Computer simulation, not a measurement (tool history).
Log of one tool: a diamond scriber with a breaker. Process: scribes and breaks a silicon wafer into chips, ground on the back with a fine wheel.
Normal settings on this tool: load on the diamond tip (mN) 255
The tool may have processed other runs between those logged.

run	day	load on the diamond tip (mN)	incoming depth of the damage left on the back of the incoming wafer, um	depth of the median crack under the scribed line (um)	chips rejected at inspection after the break (%)
1	0.000	255	1.54	11.23	2.23
2	1.250	255	3.00	11.43	3.15
3	2.579	255	1.63	11.21	2.01
4	3.596	255	2.41	11.48	2.68
5	4.500	255	2.14	11.20	2.55
6	5.075	279	2.75	12.06	3.62
7	5.738	255	1.81	11.36	2.22
8	6.467	255	2.31	11.26	3.07
9	7.238	255	2.82	11.34	3.78
# day 10.054: load on the tip recalibrated
10	11.567	255	2.00	11.47	2.49
11	12.388	255	2.83	11.27	3.58
12	12.988	255	1.50	11.46	2.03
13	14.088	255	1.70	11.29	2.36
# day 14.354: diamond tip replaced by a new one
14	14.696	330	2.73	13.65	7.38
15	15.217	286	1.98	12.39	3.06
16	16.350	223	2.04	10.24	3.61
17	17.396	290	2.47	12.47	3.73
18	18.596	255	2.71	11.39	3.02
19	19.200	255	1.82	11.45	2.28
20	19.758	281	1.56	12.12	2.69
21	21.233	323	1.66	13.39	5.25
22	22.550	276	1.61	12.09	2.40

5 options for the next run, each taken on its own from the tool as it stands now. Forecast them:
A	22.575	255	2.25	?	?
B	22.575	312	2.25	?	?
C	22.575	319	2.25	?	?
D	22.575	193	2.25	?	?
E	22.575	204	2.25	?	?

run	depth of the median crack under the scribed line (um)	chips rejected at inspection after the break (%)
A	11.33	2.98
B	13.07	5.40
C	13.27	5.99
D	9.27	8.90
E	9.65	6.87
Stripped of hidden state, with their random variation kept, the same runs would have yielded:
run	depth of the median crack under the scribed line (um)	chips rejected at inspection after the break (%)
A	11.33	2.98
B	13.07	5.40
C	13.27	5.99
D	9.27	8.90
E	9.65	6.87
